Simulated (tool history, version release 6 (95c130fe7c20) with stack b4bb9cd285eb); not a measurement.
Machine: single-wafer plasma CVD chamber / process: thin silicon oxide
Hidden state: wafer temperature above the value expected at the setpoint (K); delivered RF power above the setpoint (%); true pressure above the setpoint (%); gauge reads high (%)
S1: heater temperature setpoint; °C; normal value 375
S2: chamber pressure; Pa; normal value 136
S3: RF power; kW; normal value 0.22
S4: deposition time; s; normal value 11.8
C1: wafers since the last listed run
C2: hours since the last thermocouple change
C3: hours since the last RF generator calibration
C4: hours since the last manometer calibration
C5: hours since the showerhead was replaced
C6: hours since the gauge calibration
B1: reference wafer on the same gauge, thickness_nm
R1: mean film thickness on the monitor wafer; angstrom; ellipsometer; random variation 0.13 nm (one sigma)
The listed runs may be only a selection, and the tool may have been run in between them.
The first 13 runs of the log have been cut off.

run   hour   S1   S2     S3    S4   C1      C2     C3      C4     C5     C6      B1      R1
 14  326.6  375  136   0.22  11.8  529  2022.9   30.7  1037.4   87.8  697.3  19.707   209.4
 15  341.3  375  136   0.22  11.8  376  2037.6   45.4  1052.1  102.5    712  19.684  207.54
     360.7  -- gauge calibrated
 16  374.5  375  116   0.22  11.8  849  2070.8   78.6  1085.3  135.7   13.8  19.763  184.82
 17  397.2  385  136   0.22  11.8  580  2093.5  101.3    1108  158.4   36.5   19.67  206.99
 18  422.9  375  136   0.24  11.8  657  2119.2    127  1133.7  184.1   62.2  19.681  218.82
 19  450.7  368  136  0.185  10.7  711    2147  154.8  1161.5  211.9     90  19.664  168.56
 20  470.2  375  136   0.22    10  499  2166.5  174.3    1181  231.4  109.5  19.681  175.56
 21  489.6  383  149   0.22  11.8  496  2185.9  193.7  1200.4  250.8  128.9  19.699  215.69
     510.7  -- capacitance manometer re-zeroed and calibrated
     518.5  -- thermocouple changed; heater temperature recalibrated
 22    519  385  148  0.195  11.8  348     0.5  223.1     8.3  280.2  158.3  19.686  212.35
 23  545.2  384  136    0.2  11.8  670    26.7  249.3    34.5  306.4  184.5  19.686  205.23
 24  558.1  362  145   0.22  12.6  330    39.6  262.2    47.4  319.3  197.4  19.712  243.87
 25  593.3  375  136   0.22  11.8  900    74.8  297.4    82.6  354.5  232.6  19.665  219.35
 26  620.7  375  155   0.22  11.8  701   102.2  324.8     110  381.9    260  19.678  234.91
 27  638.4  380  136   0.22  11.8  452   119.9  342.5   127.7  399.6  277.7  19.681  217.33
 28  654.7  382  136   0.24  11.8  417   136.2  358.8     144  415.9    294  19.753  230.13
 29  668.2  375  136   0.22  12.9  345   149.7  372.3   157.5  429.4  307.5  19.702  240.55
 30  681.4  385  136   0.22  11.8  337   162.9  385.5   170.7  442.6  320.7  19.723  214.02

3 options for the next run, each taken on its own from the tool as it stands now. Forecast them:
  A  681.8  375  136  0.205  11.8  10  163.3  385.9  171.1  443  321.1   ?   ?
  B  681.8  375  163   0.24  11.8  10  163.3  385.9  171.1  443  321.1   ?   ?
  C  681.8  375  167   0.22  11.8  10  163.3  385.9  171.1  443  321.1   ?   ?

run      B1      R1
  A  19.702  206.43
  B  19.702  253.23
  C  19.702  243.47
Had the tool no hidden state, the same runs would have come out as:
run      R1
  A  211.74
  B  259.35
  C  248.76
